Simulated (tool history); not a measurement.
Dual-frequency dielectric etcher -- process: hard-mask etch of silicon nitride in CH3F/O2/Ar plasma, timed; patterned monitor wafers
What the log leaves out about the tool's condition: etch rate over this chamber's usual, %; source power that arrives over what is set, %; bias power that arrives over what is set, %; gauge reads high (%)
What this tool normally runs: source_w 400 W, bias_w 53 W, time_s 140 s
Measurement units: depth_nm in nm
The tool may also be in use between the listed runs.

run     day  source_w  bias_w  time_s  wafers since the last listed run  hours since the last wet clean  hours since the last source power generator calibration  hours since the last bias power generator calibration  hours since the last upper electrode change  hours since the gauge calibration  read-back reference wafer on the same gauge, depth_nm  depth_nm
  1       0       400      46     140                                 0                           346.7                                                   3283.3                                                 2181.8                                       2705.9                              764.6                                                   97.4      89.2
  2   2.588       400      46     140                               415                           408.8                                                   3345.4                                                 2243.9                                         2768                              826.7                                                   97.1      89.2
      4.912  -- wet clean of the chamber
  3   4.933       400      46     140                               216                             0.5                                                   3401.7                                                 2300.2                                       2824.3                                883                                                   97.3      86.1
  4   7.567       400      53     140                               423                            63.7                                                   3464.9                                                 2363.4                                       2887.5                              946.2                                                   97.3      91.9
  5   9.125       400      53     140                               250                           101.1                                                   3502.3                                                 2400.8                                       2924.9                              983.6                                                   97.3      91.6
  6  12.629       400      53     140                               563                           185.2                                                   3586.4                                                 2484.9                                         3009                             1067.7                                                     97      92.2
  7  15.017       400      53     140                               383                           242.5                                                   3643.7                                                 2542.2                                       3066.3                               1125                                                   97.3      92.8
  8  19.392       400      53     140                               703                           347.5                                                   3748.7                                                 2647.2                                       3171.3                               1230                                                   97.1      93.1
  9  23.588       400      53     140                               674                           448.2                                                   3849.4                                                 2747.9                                         3272                             1330.7                                                   97.4      94.4
     27.979  -- wet clean of the chamber
 10      28       400      53     173                               548                             0.5                                                   3955.3                                                 2853.8                                       3377.9                             1436.6                                                   97.2     111.6
 11  29.429       400      53     173                               229                            34.8                                                   3989.6                                                 2888.1                                       3412.2                             1470.9                                                   97.1     111.4
 12  33.667       400      53     173                               681                           136.5                                                   4091.3                                                 2989.8                                       3513.9                             1572.6                                                   97.4     112.8
 13  37.642       400      57     140                               638                           231.9                                                   4186.7                                                 3085.2                                       3609.3                               1668                                                   97.4      94.9
 14  41.642       350      53   175.5                               642                           327.9                                                   4282.7                                                 3181.2                                       3705.3                               1764                                                   97.4     113.3
 15  43.954       440      64     140                               371                           383.4                                                   4338.2                                                 3236.7                                       3760.8                             1819.5                                                   97.5     102.9
 16  45.783       400      53     140                               294                           427.3                                                   4382.1                                                 3280.6                                       3804.7                             1863.4                                                   97.4      93.8
     47.671  -- wet clean of the chamber
 17  49.292       400      61   172.5                               403                            38.9                                                   4466.3                                                 3364.8                                       3888.9                             1947.6                                                   97.4     117.5
     50.996  -- bias power generator calibrated
     51.525  -- gauge calibrated
 18  53.208       470      41     140                               602                           132.9                                                   4560.3                                                   53.1                                       3982.9                               40.4                                                   97.3      87.6
     54.429  -- upper electrode replaced
 19  56.821       400      40     140                               419                           219.6                                                     4647                                                  139.8                                         57.4                              127.1                                                   97.4      84.1
     57.888  -- source power generator calibrated
 20  60.604       360      60   121.5                               581                           310.4                                                     65.2                                                  230.6                                        148.2                              217.9                                                   97.2      82.3
 21  63.692       450      45     140                               496                           384.5                                                    139.3                                                  304.7                                        222.3                                292                                                   97.4      91.4
 22  67.621       470      53     140                               631                           478.8                                                    233.6                                                    399                                        316.6                              386.3                                                   97.3      99.3
     70.442  -- wet clean of the chamber
 23  71.108       400      53     140                               399                              16                                                    317.3                                                  482.7                                        400.3                                470                                                   97.3      89.8
 24  75.338       490      47   174.5                               679                           117.5                                                    418.8                                                  584.2                                        501.8                              571.5                                                   97.2     115.7
 25  76.958       400      46     176                               260                           156.4                                                    457.7                                                  623.1                                        540.7                              610.4                                                   97.1     108.8
 26  80.346       440      56     174                               544                           237.7                                                      539                                                  704.4                                          622                              691.7                                                   97.1     119.5
 27  84.258       400      53     140                               628                           331.6                                                    632.9                                                  798.3                                        715.9                              785.6                                                   97.2      93.5
 28  86.454       370      53     151                               352                           384.3                                                    685.6                                                    851                                        768.6                              838.3                                                   97.2      98.3
 29  88.679       400      53     140                               357                           437.7                                                      739                                                  904.4                                          822                              891.7                                                   97.1      94.3

Predict each of these 5 candidate next runs independently; none follows another, all start after run 29:
  A  88.7       400      53     102                                 3                           438.2                                                    739.5                                                  904.9                                        822.5                              892.2                                                      ?         ?
  B  88.7       480      53     140                                 3                           438.2                                                    739.5                                                  904.9                                        822.5                              892.2                                                      ?         ?
  C  88.7       480      49   170.5                                 3                           438.2                                                    739.5                                                  904.9                                        822.5                              892.2                                                      ?         ?
  D  88.7       400      64     140                                 3                           438.2                                                    739.5                                                  904.9                                        822.5                              892.2                                                      ?         ?
  E  88.7       340      65   166.5                                 3                           438.2                                                    739.5                                                  904.9                                        822.5                              892.2                                                      ?         ?

run  read-back reference wafer on the same gauge, depth_nm  depth_nm
  A                                                   97.1      68.3
  B                                                   97.1      98.8
  C                                                   97.1     117.1
  D                                                   97.1     100.3
  E                                                   97.1     114.7
What these runs would have given with no unlogged condition in the tool:
run  depth_nm
  A      65.9
  B      95.4
  C       113
  D      96.8
  E     110.7

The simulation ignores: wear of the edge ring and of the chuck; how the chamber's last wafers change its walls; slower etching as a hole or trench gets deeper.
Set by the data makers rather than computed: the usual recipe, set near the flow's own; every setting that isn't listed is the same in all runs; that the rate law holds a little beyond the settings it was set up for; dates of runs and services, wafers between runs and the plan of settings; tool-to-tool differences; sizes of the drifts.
